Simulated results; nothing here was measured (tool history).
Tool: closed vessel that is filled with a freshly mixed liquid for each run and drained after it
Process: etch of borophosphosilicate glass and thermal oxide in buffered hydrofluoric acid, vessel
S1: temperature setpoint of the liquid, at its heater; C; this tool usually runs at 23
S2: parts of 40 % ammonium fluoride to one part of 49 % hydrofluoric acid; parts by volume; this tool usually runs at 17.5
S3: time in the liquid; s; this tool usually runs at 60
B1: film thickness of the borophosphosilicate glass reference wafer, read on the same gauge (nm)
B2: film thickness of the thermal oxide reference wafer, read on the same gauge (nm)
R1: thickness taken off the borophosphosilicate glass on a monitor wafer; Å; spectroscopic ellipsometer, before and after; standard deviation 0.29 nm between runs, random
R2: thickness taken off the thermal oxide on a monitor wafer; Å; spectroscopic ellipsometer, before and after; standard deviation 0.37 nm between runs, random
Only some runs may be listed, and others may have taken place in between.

{"run": 1, "hour": 0.0, "S1": 21.5, "S2": 17.5, "S3": 60, "B1": 119.99, "B2": 89.98, "R1": 575.6, "R2": 339.7}
{"run": 2, "hour": 6.7, "S1": 23, "S2": 17.5, "S3": 60, "B1": 119.99, "B2": 90.03, "R1": 620.4, "R2": 362.8}
{"run": 3, "hour": 15.7, "S1": 23, "S2": 17.5, "S3": 60, "B1": 119.98, "B2": 90.04, "R1": 623.9, "R2": 367.2}
{"run": 4, "hour": 52.1, "S1": 23, "S2": 17.5, "S3": 70, "B1": 120.02, "B2": 90.01, "R1": 718.4, "R2": 422.6}
{"run": 5, "hour": 67.9, "S1": 23, "S2": 17.5, "S3": 60, "B1": 119.96, "B2": 89.99, "R1": 614.9, "R2": 369.9}
{"run": 6, "hour": 85.8, "S1": 23, "S2": 17.5, "S3": 60, "B1": 120, "B2": 90, "R1": 619.9, "R2": 362.2}
{"run": 7, "hour": 93.7, "S1": 23, "S2": 17.5, "S3": 60, "B1": 119.99, "B2": 90.01, "R1": 615.2, "R2": 363.9}
{"run": 8, "hour": 101.2, "S1": 23, "S2": 17.5, "S3": 60, "B1": 120, "B2": 90.01, "R1": 618.1, "R2": 362.2}
{"hour": 103.2, "done": "gauge calibrated"}
{"hour": 114.7, "done": "thermometer replaced"}
{"run": 9, "hour": 116.5, "S1": 23, "S2": 17.5, "S3": 85, "B1": 120.01, "B2": 89.99, "R1": 1028.5, "R2": 609}
{"run": 10, "hour": 127.5, "S1": 23, "S2": 17.5, "S3": 85, "B1": 120.02, "B2": 90.03, "R1": 1027.4, "R2": 595}
{"run": 11, "hour": 138.3, "S1": 23, "S2": 17.5, "S3": 85, "B1": 120, "B2": 90.01, "R1": 1036.4, "R2": 598.5}
{"run": 12, "hour": 184.5, "S1": 23, "S2": 17.5, "S3": 60, "B1": 119.99, "B2": 90, "R1": 726.5, "R2": 426}
{"run": 13, "hour": 201.3, "S1": 27, "S2": 12, "S3": 70, "B1": 120.02, "B2": 90, "R1": 1529.6, "R2": 880.4}
{"run": 14, "hour": 216.0, "S1": 23, "S2": 23.5, "S3": 45, "B1": 119.99, "B2": 90.01, "R1": 410.9, "R2": 243.4}
{"run": 15, "hour": 231.7, "S1": 19, "S2": 22, "S3": 75, "B1": 119.97, "B2": 89.98, "R1": 584.1, "R2": 340.1}
{"run": 16, "hour": 242.9, "S1": 23, "S2": 17.5, "S3": 60, "B1": 120, "B2": 89.99, "R1": 722.4, "R2": 418.4}
{"run": 17, "hour": 253.4, "S1": 21.5, "S2": 17.5, "S3": 60, "B1": 119.98, "B2": 90.02, "R1": 665.2, "R2": 387.9}
{"run": 18, "hour": 262.8, "S1": 20, "S2": 13.5, "S3": 85, "B1": 119.98, "B2": 90.03, "R1": 1118.9, "R2": 656.6}
{"hour": 269.1, "done": "hydrofluoric acid flow meter replaced"}
{"run": 19, "hour": 278.7, "S1": 23, "S2": 14, "S3": 80, "B1": 120.03, "B2": 90.04, "R1": 1070.7, "R2": 626.8}
{"run": 20, "hour": 286.5, "S1": 23, "S2": 22.5, "S3": 50, "B1": 120, "B2": 89.97, "R1": 432.5, "R2": 251.6}
{"run": 21, "hour": 297.9, "S1": 21.5, "S2": 17.5, "S3": 30, "B1": 119.96, "B2": 90.01, "R1": 294.4, "R2": 170.4}
{"run": 22, "hour": 309.1, "S1": 19.5, "S2": 17.5, "S3": 35, "B1": 120, "B2": 89.97, "R1": 310.3, "R2": 182.2}
{"hour": 315.9, "done": "gauge calibrated"}
{"run": 23, "hour": 323.6, "S1": 23, "S2": 17.5, "S3": 60, "B1": 120.04, "B2": 89.99, "R1": 640.5, "R2": 374.8}
{"run": 24, "hour": 339.2, "S1": 20.5, "S2": 15.5, "S3": 30, "B1": 120.03, "B2": 90.01, "R1": 314.5, "R2": 186.6}
{"run": 25, "hour": 350.9, "S1": 23, "S2": 17.5, "S3": 60, "B1": 120.03, "B2": 89.97, "R1": 643.6, "R2": 371}

For each run, the measured value with the value that run would have given without the tool's hidden condition subtracted. The run-to-run variation is shared by both, the gauge scatter possibly not:
Hidden conditions of the tool in this case: liquid colder than its thermometer reads (K); hydrofluoric acid flow above the setpoint (%); gauge reads high (%).
run=1 R1=-30.8 R2=-19
run=2 R1=-32.3 R2=-19.8
run=3 R1=-33 R2=-20.3
run=4 R1=-38.2 R2=-23.5
run=5 R1=-33.2 R2=-20.9
run=6 R1=-33.5 R2=-20.5
run=7 R1=-33.4 R2=-20.7
run=8 R1=-33.6 R2=-20.6
run=9 R1=+103.6 R2=+61.1
run=10 R1=+103.5 R2=+59.6
run=11 R1=+104 R2=+59.7
run=12 R1=+72.4 R2=+42.2
run=13 R1=+151.5 R2=+86.5
run=14 R1=+27 R2=+15.9
run=15 R1=+42.6 R2=+24.6
run=16 R1=+71.1 R2=+40.9
run=17 R1=+65.5 R2=+38
run=18 R1=+109.5 R2=+63.6
run=19 R1=-19.7 R2=-11.7
run=20 R1=-8.6 R2=-5
run=21 R1=-5.5 R2=-3.2
run=22 R1=-6 R2=-3.6
run=23 R1=-12.2 R2=-7.2
run=24 R1=-6.1 R2=-3.7
run=25 R1=-12.2 R2=-7.2

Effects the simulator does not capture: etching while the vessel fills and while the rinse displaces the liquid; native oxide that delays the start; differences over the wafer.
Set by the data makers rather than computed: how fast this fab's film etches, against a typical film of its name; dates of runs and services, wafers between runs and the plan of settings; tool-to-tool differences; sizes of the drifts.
